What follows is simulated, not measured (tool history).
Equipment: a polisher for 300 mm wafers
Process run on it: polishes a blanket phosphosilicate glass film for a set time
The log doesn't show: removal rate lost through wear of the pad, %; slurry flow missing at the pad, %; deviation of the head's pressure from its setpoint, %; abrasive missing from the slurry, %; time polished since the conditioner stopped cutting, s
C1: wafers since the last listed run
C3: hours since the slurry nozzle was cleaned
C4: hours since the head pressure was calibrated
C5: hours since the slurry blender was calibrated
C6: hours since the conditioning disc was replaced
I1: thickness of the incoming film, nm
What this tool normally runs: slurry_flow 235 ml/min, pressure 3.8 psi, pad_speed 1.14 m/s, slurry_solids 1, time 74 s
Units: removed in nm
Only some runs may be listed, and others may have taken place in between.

{"run": 1, "day": 0.0, "slurry_flow": 235, "pressure": 3.8, "pad_speed": 1.14, "slurry_solids": 1, "time": 74, "C1": 0, "wafers polished on this pad": 1510, "C3": 79.5, "C4": 413.1, "C5": 396.9, "C6": 46.4, "I1": 3301.6, "removed": 728}
{"day": 0.258, "done": "slurry blender recalibrated"}
{"run": 2, "day": 2.788, "slurry_flow": 235, "pressure": 3.8, "pad_speed": 1.14, "slurry_solids": 1, "time": 74, "C1": 784, "wafers polished on this pad": 2294, "C3": 146.4, "C4": 480, "C5": 60.7, "C6": 113.3, "I1": 3280, "removed": 738.1}
{"run": 3, "day": 4.238, "slurry_flow": 235, "pressure": 3.8, "pad_speed": 1.14, "slurry_solids": 1, "time": 74, "C1": 420, "wafers polished on this pad": 2715, "C3": 181.2, "C4": 514.8, "C5": 95.5, "C6": 148.1, "I1": 3293.6, "removed": 739.9}
{"day": 4.983, "done": "worn pad replaced by a new one"}
{"run": 4, "day": 6.246, "slurry_flow": 210, "pressure": 3.8, "pad_speed": 1.14, "slurry_solids": 1, "time": 74, "C1": 534, "wafers polished on this pad": 366, "C3": 229.4, "C4": 563, "C5": 143.7, "C6": 196.3, "I1": 3294.5, "removed": 734.6}
{"run": 5, "day": 9.096, "slurry_flow": 235, "pressure": 3.8, "pad_speed": 1.14, "slurry_solids": 1.2, "time": 74, "C1": 826, "wafers polished on this pad": 1192, "C3": 297.8, "C4": 631.4, "C5": 212.1, "C6": 264.7, "I1": 3368.9, "removed": 787.8}
{"run": 6, "day": 12.096, "slurry_flow": 235, "pressure": 3.8, "pad_speed": 1.14, "slurry_solids": 1, "time": 74, "C1": 869, "wafers polished on this pad": 2062, "C3": 369.8, "C4": 703.4, "C5": 284.1, "C6": 336.7, "I1": 3368.4, "removed": 723.5}
{"run": 7, "day": 14.088, "slurry_flow": 235, "pressure": 3.4, "pad_speed": 1.14, "slurry_solids": 1, "time": 74, "C1": 577, "wafers polished on this pad": 2640, "C3": 417.6, "C4": 751.2, "C5": 331.9, "C6": 384.5, "I1": 3352, "removed": 653.3}
{"day": 14.904, "done": "slurry blender recalibrated"}
{"day": 15.183, "done": "worn pad replaced by a new one"}
{"day": 15.192, "done": "conditioning disc replaced and pad reconditioned"}
{"run": 8, "day": 15.629, "slurry_flow": 235, "pressure": 3.8, "pad_speed": 1.14, "slurry_solids": 0.8, "time": 74, "C1": 371, "wafers polished on this pad": 126, "C3": 454.6, "C4": 788.2, "C5": 17.4, "C6": 10.5, "I1": 3311.2, "removed": 666}
{"run": 9, "day": 18.121, "slurry_flow": 235, "pressure": 3.8, "pad_speed": 1.14, "slurry_solids": 1, "time": 74, "C1": 722, "wafers polished on this pad": 848, "C3": 514.4, "C4": 848, "C5": 77.2, "C6": 70.3, "I1": 3278.9, "removed": 704.8}
{"day": 18.221, "done": "slurry nozzle cleaned"}
{"run": 10, "day": 19.325, "slurry_flow": 235, "pressure": 3.8, "pad_speed": 1.14, "slurry_solids": 1, "time": 74, "C1": 337, "wafers polished on this pad": 1185, "C3": 26.5, "C4": 876.9, "C5": 106.1, "C6": 99.2, "I1": 3292.7, "removed": 738.2}
{"run": 11, "day": 21.233, "slurry_flow": 235, "pressure": 3.8, "pad_speed": 1.14, "slurry_solids": 1, "time": 74, "C1": 553, "wafers polished on this pad": 1739, "C3": 72.3, "C4": 922.7, "C5": 151.9, "C6": 145, "I1": 3359, "removed": 731.2}
{"day": 23.371, "done": "head pressure recalibrated"}
{"run": 12, "day": 23.954, "slurry_flow": 235, "pressure": 4.8, "pad_speed": 1.02, "slurry_solids": 1, "time": 66, "C1": 764, "wafers polished on this pad": 2504, "C3": 137.6, "C4": 14, "C5": 217.2, "C6": 210.3, "I1": 3330.8, "removed": 771.4}
{"run": 13, "day": 25.621, "slurry_flow": 295, "pressure": 4.6, "pad_speed": 0.92, "slurry_solids": 1, "time": 90, "C1": 483, "wafers polished on this pad": 2987, "C3": 177.6, "C4": 54, "C5": 257.2, "C6": 250.3, "I1": 3278.2, "removed": 950.4}
{"day": 27.121, "done": "worn pad replaced by a new one"}
{"run": 14, "day": 27.142, "slurry_flow": 235, "pressure": 4.3, "pad_speed": 1.48, "slurry_solids": 1, "time": 74, "C1": 392, "wafers polished on this pad": 5, "C3": 214.1, "C4": 90.5, "C5": 293.7, "C6": 286.8, "I1": 3296.4, "removed": 998.6}
{"run": 15, "day": 29.162, "slurry_flow": 235, "pressure": 4.3, "pad_speed": 1.48, "slurry_solids": 1, "time": 74, "C1": 585, "wafers polished on this pad": 591, "C3": 262.6, "C4": 139, "C5": 342.2, "C6": 335.3, "I1": 3344.9, "removed": 978.3}
{"run": 16, "day": 30.338, "slurry_flow": 235, "pressure": 3.8, "pad_speed": 1.52, "slurry_solids": 1, "time": 74, "C1": 340, "wafers polished on this pad": 932, "C3": 290.8, "C4": 167.2, "C5": 370.4, "C6": 363.5, "I1": 3314.6, "removed": 890.7}
{"day": 31.425, "done": "slurry blender recalibrated"}
{"run": 17, "day": 31.992, "slurry_flow": 235, "pressure": 3.8, "pad_speed": 1.14, "slurry_solids": 1, "time": 74, "C1": 455, "wafers polished on this pad": 1387, "C3": 330.5, "C4": 206.9, "C5": 13.6, "C6": 403.2, "I1": 3248.5, "removed": 734.8}
{"run": 18, "day": 33.188, "slurry_flow": 235, "pressure": 3.8, "pad_speed": 1.14, "slurry_solids": 1, "time": 74, "C1": 346, "wafers polished on this pad": 1734, "C3": 359.2, "C4": 235.6, "C5": 42.3, "C6": 431.9, "I1": 3311, "removed": 729.6}
{"run": 19, "day": 34.746, "slurry_flow": 195, "pressure": 3.8, "pad_speed": 1.26, "slurry_solids": 0.8, "time": 53, "C1": 451, "wafers polished on this pad": 2186, "C3": 396.6, "C4": 273, "C5": 79.7, "C6": 469.3, "I1": 3277.6, "removed": 496.7}
{"day": 35.229, "done": "conditioning disc replaced and pad reconditioned"}
{"day": 37.392, "done": "worn pad replaced by a new one"}
{"run": 20, "day": 39.975, "slurry_flow": 235, "pressure": 4.6, "pad_speed": 1.14, "slurry_solids": 0.75, "time": 86, "C1": 1443, "wafers polished on this pad": 749, "C3": 522.1, "C4": 398.5, "C5": 205.2, "C6": 113.9, "I1": 3341.2, "removed": 878.7}
{"day": 42.521, "done": "slurry nozzle cleaned"}
{"run": 21, "day": 42.933, "slurry_flow": 235, "pressure": 3.8, "pad_speed": 1.14, "slurry_solids": 1, "time": 74, "C1": 845, "wafers polished on this pad": 1595, "C3": 9.9, "C4": 469.5, "C5": 276.2, "C6": 184.9, "I1": 3362, "removed": 747.3}
{"run": 22, "day": 44.633, "slurry_flow": 210, "pressure": 2.9, "pad_speed": 1.14, "slurry_solids": 0.75, "time": 61, "C1": 492, "wafers polished on this pad": 2088, "C3": 50.7, "C4": 510.3, "C5": 317, "C6": 225.7, "I1": 3242.3, "removed": 414.9}
{"run": 23, "day": 45.675, "slurry_flow": 160, "pressure": 3.8, "pad_speed": 1.3, "slurry_solids": 1, "time": 74, "C1": 302, "wafers polished on this pad": 2390, "C3": 75.7, "C4": 535.3, "C5": 342, "C6": 250.7, "I1": 3316.9, "removed": 770.6}
{"run": 24, "day": 46.804, "slurry_flow": 300, "pressure": 3.8, "pad_speed": 1.14, "slurry_solids": 0.85, "time": 74, "C1": 327, "wafers polished on this pad": 2717, "C3": 102.8, "C4": 562.4, "C5": 369.1, "C6": 277.8, "I1": 3289.2, "removed": 707.1}
{"day": 47.717, "done": "worn pad replaced by a new one"}
{"day": 48.392, "done": "slurry blender recalibrated"}
{"run": 25, "day": 48.412, "slurry_flow": 235, "pressure": 3.8, "pad_speed": 1.14, "slurry_solids": 0.75, "time": 64, "C1": 393, "wafers polished on this pad": 177, "C3": 141.4, "C4": 601, "C5": 0.5, "C6": 316.4, "I1": 3301.3, "removed": 574.2}

Some steps in removed, run to run, broken into two amounts with sign: the step expected even without the hidden condition (settings, incoming material, random variation), and the rest, left for the hidden condition together with whatever gauge scatter is not in both the measured and the hidden-condition-free result:
Run 19 -> 20: slurry_flow 195 -> 235, pressure 3.8 -> 4.6, pad_speed 1.26 -> 1.14, slurry_solids 0.8 -> 0.75, time 53 -> 86, conditioning disc replaced and pad reconditioned, worn pad replaced by a new one. removed +382 nm: hidden state -35.4, all else +417.4.
Run 20 -> 21: pressure 4.6 -> 3.8, slurry_solids 0.75 -> 1, time 86 -> 74, slurry nozzle cleaned. removed -131.4 nm: hidden state +53.6, all else -185.
Run 22 -> 23: slurry_flow 210 -> 160, pressure 2.9 -> 3.8, pad_speed 1.14 -> 1.3, slurry_solids 0.75 -> 1, time 61 -> 74. removed +355.7 nm: hidden state -1.7, all else +357.4.
